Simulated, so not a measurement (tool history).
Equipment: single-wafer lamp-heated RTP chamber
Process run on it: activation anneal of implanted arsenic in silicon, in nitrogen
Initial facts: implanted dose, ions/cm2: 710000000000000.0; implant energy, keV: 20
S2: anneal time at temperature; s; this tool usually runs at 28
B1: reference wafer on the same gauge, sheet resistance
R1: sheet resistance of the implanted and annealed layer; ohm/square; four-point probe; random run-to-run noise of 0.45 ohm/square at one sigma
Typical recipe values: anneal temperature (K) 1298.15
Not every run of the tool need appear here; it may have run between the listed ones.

run 1 day=0.000 | anneal_temperature_(K)=1298.15 S2=28 | B1=189.03 | R1=163.00
run 2 day=1.288 | anneal_temperature_(K)=1298.15 S2=28 | B1=188.97 | R1=163.23
run 3 day=1.796 | anneal_temperature_(K)=1298.15 S2=34 | B1=189.02 | R1=161.04
run 4 day=2.683 | anneal_temperature_(K)=1298.15 S2=34 | B1=188.98 | R1=160.84
run 5 day=3.925 | anneal_temperature_(K)=1298.15 S2=34 | B1=188.99 | R1=160.34
run 6 day=5.079 | anneal_temperature_(K)=1298.15 S2=28 | B1=189.01 | R1=162.33
run 7 day=6.408 | anneal_temperature_(K)=1298.15 S2=28 | B1=188.99 | R1=162.04
run 8 day=7.288 | anneal_temperature_(K)=1298.15 S2=28 | B1=188.99 | R1=162.23
run 9 day=8.292 | anneal_temperature_(K)=1298.15 S2=28 | B1=189.05 | R1=162.70
run 10 day=9.000 | anneal_temperature_(K)=1298.15 S2=28 | B1=188.93 | R1=162.15
-- day=10.242 gauge calibrated
run 11 day=10.246 | anneal_temperature_(K)=1298.15 S2=32 | B1=188.99 | R1=160.85
run 12 day=11.629 | anneal_temperature_(K)=1298.15 S2=32 | B1=188.99 | R1=160.40
run 13 day=12.396 | anneal_temperature_(K)=1298.15 S2=28 | B1=189.05 | R1=161.78
run 14 day=13.250 | anneal_temperature_(K)=1298.15 S2=28 | B1=189.02 | R1=161.89
run 15 day=14.542 | anneal_temperature_(K)=1298.15 S2=28 | B1=188.92 | R1=161.08
run 16 day=15.142 | anneal_temperature_(K)=1298.15 S2=28 | B1=189.11 | R1=161.13
run 17 day=16.442 | anneal_temperature_(K)=1298.15 S2=34 | B1=188.96 | R1=159.30
-- day=17.562 pyrometer window cleaned and pyrometer calibrated
run 18 day=17.583 | anneal_temperature_(K)=1316.15 S2=22 | B1=189.04 | R1=161.09
-- day=18.538 reflector plate cleaned
run 19 day=18.692 | anneal_temperature_(K)=1307.15 S2=18 | B1=188.92 | R1=165.88
run 20 day=19.946 | anneal_temperature_(K)=1311.15 S2=20 | B1=189.04 | R1=164.01
run 21 day=20.679 | anneal_temperature_(K)=1298.15 S2=28 | B1=189.01 | R1=162.55
run 22 day=22.146 | anneal_temperature_(K)=1325.15 S2=37 | B1=189.11 | R1=155.27
run 23 day=23.083 | anneal_temperature_(K)=1286.15 S2=14 | B1=188.99 | R1=171.41
run 24 day=24.033 | anneal_temperature_(K)=1298.15 S2=28 | B1=189.07 | R1=162.82
run 25 day=24.671 | anneal_temperature_(K)=1306.15 S2=34 | B1=189.07 | R1=159.25
run 26 day=25.838 | anneal_temperature_(K)=1286.15 S2=41 | B1=188.97 | R1=161.75
run 27 day=27.012 | anneal_temperature_(K)=1320.15 S2=22 | B1=189.07 | R1=160.80
run 28 day=27.938 | anneal_temperature_(K)=1276.15 S2=28 | B1=189.01 | R1=167.84
run 29 day=29.550 | anneal_temperature_(K)=1298.15 S2=28 | B1=189.00 | R1=162.85

How would selected steps in R1 from run to run divide? Give the signed amount a tool lacking its hidden state would still show from settings, what came in and random variation, and the signed amount left for the hidden state, including any gauge scatter that is not in both of the compared results.
Unlogged tool condition in this case: true wafer temperature minus pyrometer reading, K; wafer temperature error from the tarnished reflector plate, K; gauge reads high (%).
Run 16 -> 17: S2 28 -> 34. R1 -1.83 ohm/square: hidden state -0.26, all else -1.57.
Run 17 -> 18: anneal temperature (K) 1298.15 -> 1316.15, S2 34 -> 22, pyrometer window cleaned and pyrometer calibrated. R1 +1.79 ohm/square: hidden state +1.86, all else -0.07.
Run 22 -> 23: anneal temperature (K) 1325.15 -> 1286.15, S2 37 -> 14. R1 +16.14 ohm/square: hidden state -0.02, all else +16.16.
Run 23 -> 24: anneal temperature (K) 1286.15 -> 1298.15, S2 14 -> 28. R1 -8.59 ohm/square: hidden state -0.07, all else -8.52.
